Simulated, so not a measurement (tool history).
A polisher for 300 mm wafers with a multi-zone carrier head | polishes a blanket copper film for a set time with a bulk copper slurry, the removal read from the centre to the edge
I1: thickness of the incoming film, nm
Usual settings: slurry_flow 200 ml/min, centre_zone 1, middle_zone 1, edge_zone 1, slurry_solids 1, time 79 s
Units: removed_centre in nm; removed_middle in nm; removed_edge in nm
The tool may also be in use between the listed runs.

Run 1, hour 0: usual settings; I1 4326.5. Result: removed_centre 484.3 nm, removed_middle 468.9 nm, removed_edge 485.4 nm.
Run 2, hour 54.6: usual settings but centre_zone 1.05, middle_zone 0.94, time 93 s; I1 4397.1. Result: removed_centre 591.7 nm, removed_middle 523.4 nm, removed_edge 577.1 nm.
At hour 89.9: carrier head's membrane replaced by a new one.
Run 3, hour 114.9: usual settings; I1 4435.2. Result: removed_centre 471.1 nm, removed_middle 459.2 nm, removed_edge 478.4 nm.
Run 4, hour 179.6: usual settings; I1 4398.6. Result: removed_centre 467.4 nm, removed_middle 455.5 nm, removed_edge 481.1 nm.
At hour 212.5: worn pad replaced by a new one.
Run 5, hour 228: usual settings; I1 4364.5. Result: removed_centre 498.8 nm, removed_middle 491.1 nm, removed_edge 486.9 nm.
At hour 248.3: slurry nozzle cleaned.
Run 6, hour 264.4: usual settings but centre_zone 1.08, middle_zone 1.06; I1 4495.3. Result: removed_centre 531.4 nm, removed_middle 512.6 nm, removed_edge 493.6 nm.
Run 7, hour 312.5: usual settings; I1 4362.2. Result: removed_centre 482.2 nm, removed_middle 470.9 nm, removed_edge 492 nm.
Run 8, hour 358.1: usual settings but centre_zone 1.04, middle_zone 0.9; I1 4408.1. Result: removed_centre 500.9 nm, removed_middle 441.3 nm, removed_edge 490.6 nm.
Run 9, hour 410.4: usual settings but slurry_flow 240 ml/min, middle_zone 1.08, edge_zone 1.05, time 100 s; I1 4411.7. Result: removed_centre 633.6 nm, removed_middle 660.2 nm, removed_edge 646.6 nm.
Run 10, hour 451: usual settings but edge_zone 0.91; I1 4326.5. Result: removed_centre 480.5 nm, removed_middle 466.7 nm, removed_edge 468.9 nm.
At hour 460.6: edge zone pressure recalibrated.
Run 11, hour 491.9: usual settings but slurry_flow 235 ml/min, centre_zone 1.1, slurry_solids 1.25, time 64 s; I1 4344.7. Result: removed_centre 459.3 nm, removed_middle 420.7 nm, removed_edge 434.7 nm.
Run 12, hour 531.5: usual settings but edge_zone 0.92; I1 4390.7. Result: removed_centre 481.2 nm, removed_middle 465.3 nm, removed_edge 458.3 nm.
Run 13, hour 565.1: usual settings but slurry_flow 170 ml/min, middle_zone 0.94, time 91 s; I1 4398.6. Result: removed_centre 528.9 nm, removed_middle 493.7 nm, removed_edge 539.9 nm.
Run 14, hour 591.8: usual settings but centre_zone 1.06; I1 4501.6. Result: removed_centre 489.3 nm, removed_middle 463.2 nm, removed_edge 479 nm.
Run 15, hour 618.1: usual settings; I1 4398.5. Result: removed_centre 468.2 nm, removed_middle 458.5 nm, removed_edge 476.3 nm.
At hour 637.8: slurry nozzle cleaned.
Run 16, hour 669.4: usual settings but slurry_flow 220 ml/min, edge_zone 0.93, slurry_solids 1.2; I1 4427.9. Result: removed_centre 502 nm, removed_middle 485.7 nm, removed_edge 482.6 nm.
At hour 697: worn pad replaced by a new one.
Run 17, hour 731.6: usual settings; I1 4427.5. Result: removed_centre 492.7 nm, removed_middle 483.8 nm, removed_edge 485.6 nm.
Run 18, hour 790.2: usual settings but centre_zone 0.89, middle_zone 1.04, slurry_solids 1.15; I1 4408.4. Result: removed_centre 456.5 nm, removed_middle 509.4 nm, removed_edge 508.9 nm.
Run 19, hour 846.7: usual settings but centre_zone 0.89, time 105 s; I1 4334.4. Result: removed_centre 562.6 nm, removed_middle 621.2 nm, removed_edge 643.7 nm.
Run 20, hour 887.9: usual settings; I1 4396.9. Result: removed_centre 479 nm, removed_middle 467.6 nm, removed_edge 472.1 nm.
Run 21, hour 943.8: usual settings but centre_zone 0.94, edge_zone 1.1, slurry_solids 1.1; I1 4445. Result: removed_centre 463.6 nm, removed_middle 489.2 nm, removed_edge 526.8 nm.
Run 22, hour 1002: usual settings but slurry_flow 260 ml/min, middle_zone 1.08, slurry_solids 1.1, time 91 s; I1 4401.4. Result: removed_centre 590.3 nm, removed_middle 611.4 nm, removed_edge 596.5 nm.

Forecast each of these 3 alternatives for the next run:
Run A, hour 1002.4: usual settings; I1 4379.1. Result: removed_centre ?, removed_middle ?, removed_edge ?.
Run B, hour 1002.4: usual settings but middle_zone 0.9, time 87 s; I1 4379.1. Result: removed_centre ?, removed_middle ?, removed_edge ?.
Run C, hour 1002.4: usual settings but centre_zone 0.97, edge_zone 0.94; I1 4379.1. Result: removed_centre ?, removed_middle ?, removed_edge ?.

run  removed_centre  removed_middle  removed_edge
  A           469.1           464.5         473.7
  B           516.3           468.3         522.4
  C           454.9           464.6         461.3
Without the tool's hidden state the same runs would have given:
run  removed_centre  removed_middle  removed_edge
  A           493.2           488.3           498
  B           542.7           492.3         549.2
  C           478.2           488.4           485
